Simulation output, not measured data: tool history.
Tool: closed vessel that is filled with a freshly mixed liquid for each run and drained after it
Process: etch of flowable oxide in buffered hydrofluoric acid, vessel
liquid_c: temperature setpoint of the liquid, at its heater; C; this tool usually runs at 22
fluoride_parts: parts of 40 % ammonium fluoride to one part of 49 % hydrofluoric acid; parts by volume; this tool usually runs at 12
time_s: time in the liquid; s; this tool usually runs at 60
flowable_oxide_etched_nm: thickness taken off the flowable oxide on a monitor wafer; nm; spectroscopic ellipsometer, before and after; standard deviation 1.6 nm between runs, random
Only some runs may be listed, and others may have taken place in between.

run   hour  liquid_c  fluoride_parts  time_s  read-back film thickness of the flowable oxide reference wafer, read on the same gauge (nm)  flowable_oxide_etched_nm
  1      0        22              12      60                                                                                        49.99                    199.73
  2    7.4        22              12      60                                                                                           50                    201.49
      34.3  -- gauge calibrated
      38.8  -- thermometer replaced
  3   44.6        22            13.5      60                                                                                        50.03                    177.95
  4   56.3        22              12      80                                                                                        49.95                    268.11
  5   65.2      18.5              12      75                                                                                           50                    206.02
  6   76.2      18.5              12      75                                                                                        49.97                    203.37
  7   88.7        22              12      70                                                                                        50.01                    237.88
  8  102.3        22              12      70                                                                                        49.97                    229.73
  9  139.4        22              12      70                                                                                        50.01                     232.5
 10  145.8        22              15      60                                                                                        49.99                    160.86
 11  153.3        22              12      60                                                                                        50.02                    198.34
 12  169.3      20.5              14      85                                                                                        49.99                    225.89
 13  186.8        22              12      60                                                                                        50.03                    197.18
 14  201.5        22              12      60                                                                                        49.98                    198.07
 15  207.8        22            14.5      60                                                                                           50                    165.21
 16  222.3        22              12      90                                                                                        49.98                    302.65
 17  232.9        20              10      60                                                                                        50.03                    213.72
 18    247        22              17      40                                                                                           50                     94.74
 19  294.1        22             9.5      90                                                                                        49.98                    367.25

Run 20 comes next. What will it give?
 20   304      25.5              14      60                                                                                            ?                         ?

read-back film thickness of the flowable oxide reference wafer, read on the same gauge (nm): 50
flowable_oxide_etched_nm: 207.44 nm
If the tool had no hidden condition, the same run with the same run-to-run variation would have returned flowable_oxide_etched_nm 207.44 nm.

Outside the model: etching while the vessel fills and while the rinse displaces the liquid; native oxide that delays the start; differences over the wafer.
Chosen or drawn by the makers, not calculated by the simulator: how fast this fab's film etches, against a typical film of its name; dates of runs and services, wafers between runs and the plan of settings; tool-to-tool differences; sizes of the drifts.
